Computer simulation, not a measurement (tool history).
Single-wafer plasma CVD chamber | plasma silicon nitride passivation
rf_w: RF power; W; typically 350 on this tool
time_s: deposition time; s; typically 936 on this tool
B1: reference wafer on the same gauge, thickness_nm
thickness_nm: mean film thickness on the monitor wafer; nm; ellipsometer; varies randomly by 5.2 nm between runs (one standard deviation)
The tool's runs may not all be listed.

run 1 hour=0 | rf_w=350 time_s=1039 | B1=1120.038 | thickness_nm=1220.42
run 2 hour=98.1 | rf_w=350 time_s=1039 | B1=1120.88 | thickness_nm=1233.85
run 3 hour=181.1 | rf_w=350 time_s=1039 | B1=1120.985 | thickness_nm=1227.272
run 4 hour=226.1 | rf_w=350 time_s=936 | B1=1119.321 | thickness_nm=1105.9
run 5 hour=320.8 | rf_w=350 time_s=936 | B1=1120.903 | thickness_nm=1108.052
run 6 hour=358.4 | rf_w=350 time_s=936 | B1=1119.282 | thickness_nm=1103.308
run 7 hour=450 | rf_w=325 time_s=936 | B1=1120.278 | thickness_nm=1082.23
-- hour=482.4 gauge calibrated
-- hour=504.4 RF generator calibrated
run 8 hour=541 | rf_w=380 time_s=936 | B1=1119.877 | thickness_nm=1149.788
-- hour=605.8 showerhead replaced
run 9 hour=640.5 | rf_w=380 time_s=936 | B1=1120.196 | thickness_nm=1153.652
run 10 hour=715.4 | rf_w=380 time_s=936 | B1=1119.918 | thickness_nm=1151.589
run 11 hour=784.7 | rf_w=350 time_s=936 | B1=1120.514 | thickness_nm=1118.122
run 12 hour=837.3 | rf_w=400 time_s=849 | B1=1120.35 | thickness_nm=1048.361
run 13 hour=939 | rf_w=375 time_s=936 | B1=1119.368 | thickness_nm=1142.898
run 14 hour=1016.9 | rf_w=350 time_s=1039 | B1=1118.242 | thickness_nm=1240.604
run 15 hour=1099.3 | rf_w=350 time_s=936 | B1=1120.001 | thickness_nm=1111.822
run 16 hour=1175.4 | rf_w=295 time_s=936 | B1=1120.984 | thickness_nm=1058.678
run 17 hour=1239.9 | rf_w=300 time_s=872 | B1=1120.332 | thickness_nm=999.82
run 18 hour=1297.5 | rf_w=280 time_s=1088 | B1=1120.533 | thickness_nm=1214.497
run 19 hour=1373.4 | rf_w=300 time_s=983 | B1=1120.896 | thickness_nm=1120.709
run 20 hour=1439.4 | rf_w=350 time_s=936 | B1=1119.181 | thickness_nm=1111.055
run 21 hour=1500 | rf_w=285 time_s=876 | B1=1119.446 | thickness_nm=979.92
run 22 hour=1603.2 | rf_w=350 time_s=936 | B1=1118.614 | thickness_nm=1104.654

4 ways to go on from here, each from the tool as it stands after run 22. What would each give?
run A hour=1603.9 | rf_w=350 time_s=936 | B1=? | thickness_nm=?
run B hour=1603.9 | rf_w=405 time_s=770 | B1=? | thickness_nm=?
run C hour=1603.9 | rf_w=370 time_s=776 | B1=? | thickness_nm=?
run D hour=1603.9 | rf_w=420 time_s=936 | B1=? | thickness_nm=?

run=A B1=1118.961 thickness_nm=1108.157
run=B B1=1118.961 thickness_nm=949.442
run=C B1=1118.961 thickness_nm=933.009
run=D B1=1118.961 thickness_nm=1165.95
Without the tool's hidden state the same runs would have given:
run=A thickness_nm=1125.563
run=B thickness_nm=964.355
run=C thickness_nm=947.664
run=D thickness_nm=1184.263

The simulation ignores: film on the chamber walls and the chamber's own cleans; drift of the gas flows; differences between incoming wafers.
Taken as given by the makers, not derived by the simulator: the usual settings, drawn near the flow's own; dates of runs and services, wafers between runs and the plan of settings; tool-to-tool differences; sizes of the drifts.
